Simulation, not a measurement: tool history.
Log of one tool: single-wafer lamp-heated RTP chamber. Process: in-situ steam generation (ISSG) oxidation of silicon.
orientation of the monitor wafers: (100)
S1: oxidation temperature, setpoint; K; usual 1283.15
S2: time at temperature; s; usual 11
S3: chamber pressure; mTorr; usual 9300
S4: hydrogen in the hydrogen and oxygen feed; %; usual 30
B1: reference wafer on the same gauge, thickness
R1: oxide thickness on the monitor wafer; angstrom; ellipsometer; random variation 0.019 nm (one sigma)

run	hour	S1	S2	S3	S4	B1	R1
1	0.0	1278.15	11	9300	32	5.471	46.05
2	20.7	1283.15	11	8600	30	5.470	46.51
# hour 39.1: pyrometer window cleaned and pyrometer calibrated
3	39.6	1283.15	11	9300	30	5.455	45.89
4	67.3	1283.15	11	8700	30	5.464	46.72
5	87.8	1283.15	11	8700	30	5.462	46.65
# hour 108.9: pressure gauge zeroed
6	150.6	1288.15	11	9300	30	5.472	46.50
7	176.1	1288.15	11	9300	30	5.481	47.02
8	204.5	1276.15	11	9300	32	5.467	45.62
# hour 223.3: gauge calibrated
9	226.1	1276.15	11	9300	32	5.473	45.43
10	258.5	1288.15	11	8700	30	5.472	47.43
11	274.0	1297.15	11	10200	30	5.479	47.06
# hour 317.6: hydrogen flow controller replaced
12	332.8	1271.15	11	10200	30	5.461	43.04
13	347.7	1288.15	11	9300	30	5.458	46.85
14	371.2	1283.15	11	9300	30	5.473	46.17
15	386.4	1283.15	11	8100	30	5.469	46.78
16	408.6	1283.15	13	10200	30	5.475	48.16
17	439.3	1283.15	9	7800	20	5.473	38.36
18	473.7	1264.15	11	10200	30	5.486	42.03

Forecast run 19:
19	506.7	1276.15	13	8000	21	?	?

{"run 19": {"B1": 5.476, "R1": 44.46}}
Without the tool's hidden state the same run would have given R1 44.46 angstrom.
